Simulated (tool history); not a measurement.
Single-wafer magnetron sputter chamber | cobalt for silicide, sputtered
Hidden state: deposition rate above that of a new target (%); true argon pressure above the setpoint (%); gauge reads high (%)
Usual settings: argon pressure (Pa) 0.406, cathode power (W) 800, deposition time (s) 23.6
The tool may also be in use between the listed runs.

| run | hour | argon pressure (Pa) | cathode power (W) | deposition time (s) | wafers since the last listed run | wafers on the sputter target | hours since the last manometer calibration | hours since the magnet pack was replaced | hours since the gauge calibration | read-back reference wafer on the same gauge, thickness_nm | mean film thickness on the monitor wafer (angstrom) |
|---|---|---|---|---|---|---|---|---|---|---|---|
| 1 | 0.0 | 0.364 | 800 | 23.6 | 0 | 4036 | 1771.1 | 10495.5 | 955.7 | 7.807 | 93.08 |
| 2 | 107.0 | 0.364 | 800 | 23.6 | 3339 | 7376 | 1878.1 | 10602.5 | 1062.7 | 7.788 | 93.25 |
| 3 | 194.4 | 0.364 | 800 | 23.6 | 2728 | 10104 | 1965.5 | 10689.9 | 1150.1 | 7.776 | 93.42 |
|  | 263.5 | sputter target and shields replaced |
| 4 | 264.5 | 0.406 | 900 | 25.8 | 1938 | 31 | 2035.6 | 10760.0 | 1220.2 | 7.760 | 113.06 |
| 5 | 323.4 | 0.406 | 900 | 25.8 | 1838 | 1870 | 2094.5 | 10818.9 | 1279.1 | 7.746 | 111.59 |
| 6 | 379.1 | 0.406 | 750 | 23.6 | 1738 | 3608 | 2150.2 | 10874.6 | 1334.8 | 7.735 | 85.51 |
| 7 | 459.3 | 0.406 | 750 | 23.6 | 2503 | 6112 | 2230.4 | 10954.8 | 1415.0 | 7.716 | 85.36 |
| 8 | 519.3 | 0.406 | 750 | 23.6 | 1872 | 7984 | 2290.4 | 11014.8 | 1475.0 | 7.699 | 85.33 |
|  | 565.7 | sputter target and shields replaced |
| 9 | 578.9 | 0.406 | 800 | 23.6 | 1610 | 410 | 2350.0 | 11074.4 | 1534.6 | 7.681 | 90.69 |
| 10 | 665.2 | 0.406 | 800 | 23.6 | 2693 | 3104 | 2436.3 | 11160.7 | 1620.9 | 7.660 | 90.22 |
| 11 | 740.7 | 0.406 | 800 | 23.6 | 2356 | 5461 | 2511.8 | 11236.2 | 1696.4 | 7.641 | 89.99 |
|  | 801.8 | capacitance manometer re-zeroed and calibrated |
| 12 | 819.8 | 0.406 | 800 | 20.1 | 2219 | 7680 | 18.0 | 11315.3 | 1775.5 | 7.606 | 76.67 |
|  | 872.2 | sputter target and shields replaced |
|  | 881.8 | gauge calibrated |
| 13 | 907.8 | 0.406 | 1000 | 23.6 | 2497 | 1109 | 106.0 | 11403.3 | 26.0 | 7.923 | 117.27 |
| 14 | 973.0 | 0.321 | 650 | 26.4 | 2035 | 3145 | 171.2 | 11468.5 | 91.2 | 7.910 | 86.58 |
|  | 994.8 | magnet pack replaced |
| 15 | 1075.1 | 0.499 | 750 | 21.3 | 2937 | 6082 | 273.3 | 80.3 | 193.3 | 7.911 | 77.50 |
|  | 1205.4 | sputter target and shields replaced |
| 16 | 1306.0 | 0.364 | 800 | 23.6 | 6957 | 3141 | 504.2 | 311.2 | 424.2 | 7.893 | 94.28 |
| 17 | 1354.1 | 0.559 | 800 | 21.2 | 1501 | 4642 | 552.3 | 359.3 | 472.3 | 7.895 | 80.83 |
| 18 | 1402.2 | 0.526 | 750 | 20.1 | 1501 | 6144 | 600.4 | 407.4 | 520.4 | 7.892 | 72.13 |
| 19 | 1465.4 | 0.302 | 850 | 20.9 | 1972 | 8116 | 663.6 | 470.6 | 583.6 | 7.875 | 89.35 |
|  | 1510.2 | sputter target and shields replaced |
| 20 | 1530.3 | 0.364 | 800 | 23.6 | 1776 | 627 | 728.5 | 535.5 | 648.5 | 7.875 | 93.93 |
| 21 | 1573.8 | 0.262 | 800 | 23.6 | 1357 | 1985 | 772.0 | 579.0 | 692.0 | 7.864 | 96.41 |
| 22 | 1656.8 | 0.406 | 800 | 23.6 | 2590 | 4576 | 855.0 | 662.0 | 775.0 | 7.862 | 92.72 |
| 23 | 1718.1 | 0.406 | 700 | 23.6 | 1913 | 6489 | 916.3 | 723.3 | 836.3 | 7.859 | 80.99 |

What differs in the tool's unlogged condition from the final listed run ahead of each entry between runs to the first listed run following it?
Runs 3 to 4: sputter target and shields replaced (hour 263.5)
  gauge reads high (%): -1.48 -> -1.67
  difference, measured minus the result without the unlogged condition, mean film thickness on the monitor wafer (angstrom): -1.41 -> -1.92
Runs 8 to 9: sputter target and shields replaced (hour 565.7)
  gauge reads high (%): -2.45 -> -2.65
  difference, measured minus the result without the unlogged condition, mean film thickness on the monitor wafer (angstrom): -2.14 -> -2.47
Runs 11 to 12: capacitance manometer re-zeroed and calibrated (hour 801.8)
  gauge reads high (%): -3.24 -> -3.55
  difference, measured minus the result without the unlogged condition, mean film thickness on the monitor wafer (angstrom): -3.02 -> -2.83
Runs 12 to 13: sputter target and shields replaced (hour 872.2); gauge calibrated (hour 881.8)
  gauge reads high (%): -3.55 -> 0.304
  difference, measured minus the result without the unlogged condition, mean film thickness on the monitor wafer (angstrom): -2.83 -> +0.36
Runs 14 to 15: magnet pack replaced (hour 994.8)
  gauge reads high (%): 0.295 -> 0.262
  difference, measured minus the result without the unlogged condition, mean film thickness on the monitor wafer (angstrom): +0.26 -> +0.20
Runs 15 to 16: sputter target and shields replaced (hour 1205.4)
  gauge reads high (%): 0.262 -> 0.101
  difference, measured minus the result without the unlogged condition, mean film thickness on the monitor wafer (angstrom): +0.20 -> +0.10
Runs 19 to 20: sputter target and shields replaced (hour 1510.2)
  gauge reads high (%): -0.0813 -> -0.172
  difference, measured minus the result without the unlogged condition, mean film thickness on the monitor wafer (angstrom): -0.08 -> -0.17
